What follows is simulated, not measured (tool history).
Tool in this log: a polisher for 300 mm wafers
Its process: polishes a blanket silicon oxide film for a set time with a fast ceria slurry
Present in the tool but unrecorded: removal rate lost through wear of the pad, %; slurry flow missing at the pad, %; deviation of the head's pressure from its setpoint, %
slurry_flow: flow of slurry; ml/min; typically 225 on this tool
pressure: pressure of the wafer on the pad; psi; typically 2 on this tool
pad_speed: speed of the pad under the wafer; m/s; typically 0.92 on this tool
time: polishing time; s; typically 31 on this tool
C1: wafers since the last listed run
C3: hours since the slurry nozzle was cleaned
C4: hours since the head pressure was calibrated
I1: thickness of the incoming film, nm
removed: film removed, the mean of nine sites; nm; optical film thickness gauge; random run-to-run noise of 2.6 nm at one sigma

Run 1, hour 0: usual settings; C1 0; wafers polished on this pad 1299; C3 525.4; C4 128.8; I1 1948.6. Result: removed 259.5 nm.
Run 2, hour 65.8: usual settings; C1 571; wafers polished on this pad 1871; C3 591.2; C4 194.6; I1 1937. Result: removed 248.5 nm.
At hour 95.2: worn pad replaced by a new one.
At hour 96.1: slurry nozzle cleaned.
Run 3, hour 160: usual settings; C1 775; wafers polished on this pad 555; C3 63.9; C4 288.8; I1 1918.6. Result: removed 257.5 nm.
Run 4, hour 231.6: usual settings; C1 622; wafers polished on this pad 1177; C3 135.5; C4 360.4; I1 1922.5. Result: removed 259.6 nm.
Run 5, hour 315.4: usual settings but pad_speed 0.76 m/s; C1 728; wafers polished on this pad 1905; C3 219.3; C4 444.2; I1 1918.4. Result: removed 216 nm.
At hour 340.9: head pressure recalibrated.
At hour 346.3: worn pad replaced by a new one.
Run 6, hour 539.6: usual settings but pad_speed 0.76 m/s; C1 1895; wafers polished on this pad 1679; C3 443.5; C4 198.7; I1 1936.1. Result: removed 203.9 nm.
Run 7, hour 587.2: usual settings but pad_speed 0.76 m/s; C1 413; wafers polished on this pad 2092; C3 491.1; C4 246.3; I1 1959.9. Result: removed 199.9 nm.
At hour 610.6: worn pad replaced by a new one, repeated, since the last time left the tool worse.
Run 8, hour 682.7: usual settings; C1 794; wafers polished on this pad 626; C3 586.6; C4 341.8; I1 1968.6. Result: removed 257.9 nm.
At hour 689.5: slurry nozzle cleaned.
Run 9, hour 762: usual settings but slurry_flow 245 ml/min; C1 680; wafers polished on this pad 1306; C3 72.5; C4 421.1; I1 1910.3. Result: removed 256.5 nm.
Run 10, hour 804.6: usual settings but slurry_flow 170 ml/min; C1 370; wafers polished on this pad 1676; C3 115.1; C4 463.7; I1 1938. Result: removed 246.7 nm.
Run 11, hour 851.2: usual settings; C1 404; wafers polished on this pad 2081; C3 161.7; C4 510.3; I1 1922.4. Result: removed 252.5 nm.
At hour 885.2: worn pad replaced by a new one.
At hour 900.6: head pressure recalibrated.
Run 12, hour 954: usual settings but slurry_flow 190 ml/min, pressure 2.4 psi, pad_speed 0.62 m/s, time 28 s; C1 841; wafers polished on this pad 580; C3 264.5; C4 53.4; I1 1951.8. Result: removed 188.6 nm.
Run 13, hour 1059: usual settings; C1 912; wafers polished on this pad 1492; C3 369.5; C4 158.4; I1 1937.5. Result: removed 261.7 nm.
Run 14, hour 1139.9: usual settings but pad_speed 1.04 m/s, time 23 s; C1 702; wafers polished on this pad 2195; C3 450.4; C4 239.3; I1 1929. Result: removed 207.4 nm.
At hour 1147.7: worn pad replaced by a new one.
Run 15, hour 1178: usual settings but slurry_flow 155 ml/min, pad_speed 1.2 m/s, time 35 s; C1 296; wafers polished on this pad 263; C3 488.5; C4 277.4; I1 1969.3. Result: removed 354.5 nm.
Run 16, hour 1224.5: usual settings; C1 403; wafers polished on this pad 667; C3 535; C4 323.9; I1 1927.7. Result: removed 260.2 nm.
Run 17, hour 1315.4: usual settings but slurry_flow 205 ml/min, pressure 1.4 psi, pad_speed 0.84 m/s, time 21 s; C1 789; wafers polished on this pad 1456; C3 625.9; C4 414.8; I1 1950.8. Result: removed 127.9 nm.
At hour 1359.3: slurry nozzle cleaned.
Run 18, hour 1380.4: usual settings but pressure 2.4 psi; C1 556; wafers polished on this pad 2013; C3 21.1; C4 479.8; I1 1946.7. Result: removed 280.7 nm.

What if the next run were any one of these 3? Each begins from the tool's condition after run 18:
Run A, hour 1380.8: usual settings but time 27 s; C1 3; wafers polished on this pad 2016; C3 21.5; C4 480.2; I1 1943.4. Result: removed ?.
Run B, hour 1380.8: usual settings but pressure 1.4 psi; C1 3; wafers polished on this pad 2016; C3 21.5; C4 480.2; I1 1943.4. Result: removed ?.
Run C, hour 1380.8: usual settings but slurry_flow 290 ml/min; C1 3; wafers polished on this pad 2016; C3 21.5; C4 480.2; I1 1943.4. Result: removed ?.

run  removed
  A    220.4
  B    202.5
  C    260.4
Had the tool no hidden state, the same runs would have come out as:
run  removed
  A    229.1
  B    210.5
  C    270.6
